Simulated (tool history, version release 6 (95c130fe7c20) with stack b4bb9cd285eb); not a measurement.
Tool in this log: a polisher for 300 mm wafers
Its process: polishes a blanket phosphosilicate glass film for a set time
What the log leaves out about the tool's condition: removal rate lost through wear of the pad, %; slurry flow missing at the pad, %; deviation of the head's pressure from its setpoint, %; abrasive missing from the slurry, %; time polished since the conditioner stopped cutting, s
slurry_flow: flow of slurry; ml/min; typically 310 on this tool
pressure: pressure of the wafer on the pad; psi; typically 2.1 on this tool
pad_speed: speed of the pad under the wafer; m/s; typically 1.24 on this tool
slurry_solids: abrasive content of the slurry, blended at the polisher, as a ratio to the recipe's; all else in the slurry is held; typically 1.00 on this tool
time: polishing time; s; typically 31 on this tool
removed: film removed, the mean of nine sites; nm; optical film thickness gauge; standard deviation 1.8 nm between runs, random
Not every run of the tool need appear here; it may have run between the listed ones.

run   hour  slurry_flow  pressure  pad_speed  slurry_solids  time  wafers since the last listed run  wafers polished on this pad  hours since the slurry nozzle was cleaned  hours since the head pressure was calibrated  hours since the slurry blender was calibrated  hours since the conditioning disc was replaced  incoming thickness of the incoming film, nm  removed
  1    0.0          210       2.1       1.24           1.00    31                                 0                         1135                                      135.1                                         111.7                                           69.2                                           115.4                                       3198.6    234.3
  2    6.7          310       2.1       0.86           1.00    31                                92                         1227                                      141.8                                         118.4                                           75.9                                           122.1                                       3161.3    181.8
  3   20.8          310       1.8       1.24           1.00    31                               193                         1421                                      155.9                                         132.5                                           90.0                                           136.2                                       3156.2    211.3
  4   27.3          310       1.6       1.24           1.00    25                                89                         1510                                      162.4                                         139.0                                           96.5                                           142.7                                       3185.7    154.0
  5   36.2          250       2.1       1.24           1.00    31                               122                         1633                                      171.3                                         147.9                                          105.4                                           151.6                                       3157.4    240.1
  6   43.6          310       1.5       1.24           1.00    31                               101                         1734                                      178.7                                         155.3                                          112.8                                           159.0                                       3186.1    176.8
      48.3  -- worn pad replaced by a new one
  7   61.2          310       2.1       1.24           1.00    31                               186                          177                                      196.3                                         172.9                                          130.4                                           176.6                                       3263.4    243.1
  8   74.7          310       2.1       1.24           0.75    31                               185                          363                                      209.8                                         186.4                                          143.9                                           190.1                                       3195.1    219.7
      86.5  -- conditioning disc replaced and pad reconditioned
  9   88.7          410       1.4       1.50           1.00    37                               164                          528                                      223.8                                         200.4                                          157.9                                             2.2                                       3228.9    241.0
     106.5  -- slurry blender recalibrated
 10  107.0          310       2.1       1.24           1.00    31                               224                          752                                      242.1                                         218.7                                            0.5                                            20.5                                       3226.4    240.5
 11  119.6          310       2.1       1.66           1.00    31                               173                          925                                      254.7                                         231.3                                           13.1                                            33.1                                       3171.3    303.3
 12  134.1          310       2.1       1.24           1.00    23                               199                         1125                                      269.2                                         245.8                                           27.6                                            47.6                                       3198.4    182.0
 13  144.0          380       2.1       1.24           1.00    31                               136                         1261                                      279.1                                         255.7                                           37.5                                            57.5                                       3193.8    240.6
 14  155.0          310       2.1       1.42           1.00    31                               151                         1412                                      290.1                                         266.7                                           48.5                                            68.5                                       3203.6    268.9
     158.7  -- slurry nozzle cleaned
 15  171.6          310       2.1       1.24           1.20    31                               214                         1627                                       12.9                                         283.3                                           65.1                                            85.1                                       3228.6    254.6
     176.0  -- worn pad replaced by a new one
 16  179.9          250       2.1       1.64           1.25    37                                59                           54                                       21.2                                         291.6                                           73.4                                            93.4                                       3179.5    385.6
 17  193.2          310       2.1       1.24           1.00    31                               182                          237                                       34.5                                         304.9                                           86.7                                           106.7                                       3206.1    240.8
 18  209.3          310       2.6       1.00           1.00    26                               221                          458                                       50.6                                         321.0                                          102.8                                           122.8                                       3262.3    208.3
 19  218.6          310       2.1       1.24           1.00    31                               127                          586                                       59.9                                         330.3                                          112.1                                           132.1                                       3203.1    243.0
     260.2  -- conditioning disc replaced and pad reconditioned
 20  271.9          260       2.1       1.24           1.30    31                               705                         1291                                      113.2                                         383.6                                          165.4                                            11.7                                       3204.8    258.7
     276.0  -- slurry blender recalibrated
 21  288.5          310       2.1       1.24           1.00    31                               200                         1492                                      129.8                                         400.2                                           12.5                                            28.3                                       3128.4    239.2
 22  305.3          310       1.6       1.08           1.20    34                               230                         1723                                      146.6                                         417.0                                           29.3                                            45.1                                       3120.5    196.3
 23  313.9          310       2.1       1.24           1.00    31                               118                         1841                                      155.2                                         425.6                                           37.9                                            53.7                                       3227.2    239.9
     326.6  -- worn pad replaced by a new one
 24  327.8          310       2.1       1.24           1.15    31                               136                           16                                      169.1                                         439.5                                           51.8                                            67.6                                       3188.2    254.3
 25  356.8          310       2.1       0.92           0.80    35                               398                          414                                      198.1                                         468.5                                           80.8                                            96.6                                       3263.8    199.6

Alternative continuations, all from the tool just after run 25; predict every row:
  A  357.2          310       2.1       1.24           1.00    31                                 5                          420                                      198.5                                         468.9                                           81.2                                            97.0                                       3195.4        ?
  B  357.2          310       2.1       0.86           1.00    24                                 5                          420                                      198.5                                         468.9                                           81.2                                            97.0                                       3195.4        ?
  C  357.2          310       2.1       1.24           1.00    42                                 5                          420                                      198.5                                         468.9                                           81.2                                            97.0                                       3195.4        ?
  D  357.2          210       2.3       0.90           1.15    31                                 5                          420                                      198.5                                         468.9                                           81.2                                            97.0                                       3195.4        ?
  E  357.2          310       2.1       0.88           0.75    31                                 5                          420                                      198.5                                         468.9                                           81.2                                            97.0                                       3195.4        ?

run  removed
  A    242.0
  B    140.5
  C    327.8
  D    207.3
  E    167.5
Had the tool no hidden state, the same runs would have come out as:
run  removed
  A    242.0
  B    140.5
  C    327.8
  D    207.3
  E    167.5
